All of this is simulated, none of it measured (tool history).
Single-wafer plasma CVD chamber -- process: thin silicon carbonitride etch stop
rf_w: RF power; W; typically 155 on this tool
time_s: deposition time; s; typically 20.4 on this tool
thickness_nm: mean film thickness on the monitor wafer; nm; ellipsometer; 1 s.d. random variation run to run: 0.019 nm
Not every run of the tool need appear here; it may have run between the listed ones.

run   hour  rf_w  time_s  read-back reference wafer on the same gauge, thickness_nm  thickness_nm
  1      0   155    20.4                                                        9.7        10.226
  2   58.2   155    20.4                                                      9.695        10.254
  3   87.9   155    20.4                                                      9.694        10.261
  4  122.3   155    20.4                                                      9.701         10.25
  5  294.3   155    20.4                                                      9.701        10.206
  6  341.8   155    20.4                                                      9.698        10.221
     400.5  -- showerhead replaced
  7  412.9   155    20.4                                                      9.698        10.233
     437.5  -- gauge calibrated
  8  459.8   155    20.4                                                        9.7        10.216
     500.1  -- thermocouple changed; heater temperature recalibrated
  9  521.7   155    20.4                                                      9.698        10.227
 10  556.5   135    20.4                                                      9.703         9.936
 11  603.3   135    20.4                                                      9.702         9.943
     638.9  -- RF generator calibrated
 12  639.4   155    20.4                                                      9.695        10.421

Run 13 comes next. What will it give?
 13  665.3   155    24.1                                                          ?             ?

For run 13 the tool returned read-back reference wafer on the same gauge, thickness_nm 9.7, thickness_nm 12.308 nm.
Were there no unlogged condition in the tool, this run, its random variation unchanged, would have produced thickness_nm 12.319 nm.
